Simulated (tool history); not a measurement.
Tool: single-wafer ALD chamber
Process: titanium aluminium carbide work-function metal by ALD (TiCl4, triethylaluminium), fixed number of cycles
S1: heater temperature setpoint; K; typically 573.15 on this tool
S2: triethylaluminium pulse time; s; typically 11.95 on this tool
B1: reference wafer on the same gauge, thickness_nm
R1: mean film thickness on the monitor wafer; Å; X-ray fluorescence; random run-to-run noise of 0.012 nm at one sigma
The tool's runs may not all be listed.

{"run": 1, "day": 0.0, "S1": 573.15, "S2": 11.95, "B1": 2.457, "R1": 20.56}
{"run": 2, "day": 2.071, "S1": 573.15, "S2": 11.95, "B1": 2.462, "R1": 20.44}
{"run": 3, "day": 3.612, "S1": 573.15, "S2": 11.95, "B1": 2.47, "R1": 20.46}
{"run": 4, "day": 5.688, "S1": 573.15, "S2": 11.95, "B1": 2.476, "R1": 20.39}
{"run": 5, "day": 8.379, "S1": 573.15, "S2": 8.55, "B1": 2.479, "R1": 19.59}
{"run": 6, "day": 9.754, "S1": 573.15, "S2": 8.55, "B1": 2.482, "R1": 19.49}
{"run": 7, "day": 12.133, "S1": 573.15, "S2": 11.95, "B1": 2.494, "R1": 20.75}
{"run": 8, "day": 13.533, "S1": 573.15, "S2": 11.95, "B1": 2.494, "R1": 21.03}
{"run": 9, "day": 15.967, "S1": 573.15, "S2": 11.95, "B1": 2.499, "R1": 20.73}
{"day": 17.158, "done": "thermocouple changed; heater temperature recalibrated"}
{"day": 17.929, "done": "triethylaluminium bottle replaced"}
{"run": 10, "day": 18.333, "S1": 565.15, "S2": 11.95, "B1": 2.504, "R1": 20.09}
{"run": 11, "day": 21.238, "S1": 573.15, "S2": 11.95, "B1": 2.512, "R1": 20.98}
{"run": 12, "day": 22.488, "S1": 582.15, "S2": 11.95, "B1": 2.518, "R1": 21.88}
{"run": 13, "day": 25.333, "S1": 564.15, "S2": 10.41, "B1": 2.515, "R1": 19.91}
{"day": 27.429, "done": "showerhead replaced"}
{"run": 14, "day": 27.55, "S1": 562.15, "S2": 9.28, "B1": 2.526, "R1": 19.39}
{"run": 15, "day": 30.033, "S1": 578.15, "S2": 10.52, "B1": 2.531, "R1": 21.17}
{"run": 16, "day": 32.333, "S1": 584.15, "S2": 8.88, "B1": 2.528, "R1": 21.53}
{"run": 17, "day": 33.842, "S1": 579.15, "S2": 8.42, "B1": 2.528, "R1": 20.43}
{"run": 18, "day": 37.492, "S1": 573.15, "S2": 11.95, "B1": 2.548, "R1": 20.95}
{"run": 19, "day": 39.85, "S1": 586.15, "S2": 13.94, "B1": 2.553, "R1": 22.83}
{"run": 20, "day": 41.471, "S1": 573.15, "S2": 11.95, "B1": 2.559, "R1": 21.26}
{"run": 21, "day": 43.992, "S1": 564.15, "S2": 10.36, "B1": 2.558, "R1": 20.14}
{"run": 22, "day": 46.279, "S1": 567.15, "S2": 11.95, "B1": 2.571, "R1": 20.94}
{"run": 23, "day": 49.088, "S1": 580.15, "S2": 11.95, "B1": 2.577, "R1": 22.01}
{"day": 50.129, "done": "gauge calibrated"}
{"run": 24, "day": 50.883, "S1": 580.15, "S2": 11.95, "B1": 2.385, "R1": 20.47}
{"run": 25, "day": 53.388, "S1": 583.15, "S2": 10.39, "B1": 2.377, "R1": 20.37}
{"run": 26, "day": 62.092, "S1": 573.15, "S2": 11.95, "B1": 2.393, "R1": 19.92}
{"run": 27, "day": 63.562, "S1": 573.15, "S2": 11.95, "B1": 2.407, "R1": 20.2}
{"run": 28, "day": 64.962, "S1": 559.15, "S2": 7.28, "B1": 2.405, "R1": 16.91}
{"day": 67.575, "done": "thermocouple changed; heater temperature recalibrated"}
{"run": 29, "day": 67.596, "S1": 573.15, "S2": 11.95, "B1": 2.409, "R1": 20.21}
{"run": 30, "day": 70.05, "S1": 573.15, "S2": 11.95, "B1": 2.419, "R1": 20.19}
{"run": 31, "day": 71.196, "S1": 563.15, "S2": 15.61, "B1": 2.418, "R1": 19.7}
{"run": 32, "day": 72.504, "S1": 561.15, "S2": 10.36, "B1": 2.425, "R1": 18.72}
{"run": 33, "day": 74.788, "S1": 558.15, "S2": 15.61, "B1": 2.429, "R1": 19.22}

What would each run have given without the hidden state, its run-to-run variation left as it was?
The tool's hidden condition here consists of: wafer temperature above the value expected at the setpoint (K); triethylaluminium dose above that of a fresh bottle (%); gauge reads high (%).
run=1 R1=19.88
run=2 R1=19.72
run=3 R1=19.72
run=4 R1=19.61
run=5 R1=18.80
run=6 R1=18.68
run=7 R1=19.84
run=8 R1=20.08
run=9 R1=19.75
run=10 R1=19.10
run=11 R1=19.89
run=12 R1=20.73
run=13 R1=18.81
run=14 R1=18.28
run=15 R1=19.91
run=16 R1=20.21
run=17 R1=19.15
run=18 R1=19.57
run=19 R1=21.29
run=20 R1=19.79
run=21 R1=18.71
run=22 R1=19.41
run=23 R1=20.35
run=24 R1=20.52
run=25 R1=20.37
run=26 R1=19.76
run=27 R1=20.00
run=28 R1=16.72
run=29 R1=19.94
run=30 R1=19.87
run=31 R1=19.37
run=32 R1=18.38
run=33 R1=18.83

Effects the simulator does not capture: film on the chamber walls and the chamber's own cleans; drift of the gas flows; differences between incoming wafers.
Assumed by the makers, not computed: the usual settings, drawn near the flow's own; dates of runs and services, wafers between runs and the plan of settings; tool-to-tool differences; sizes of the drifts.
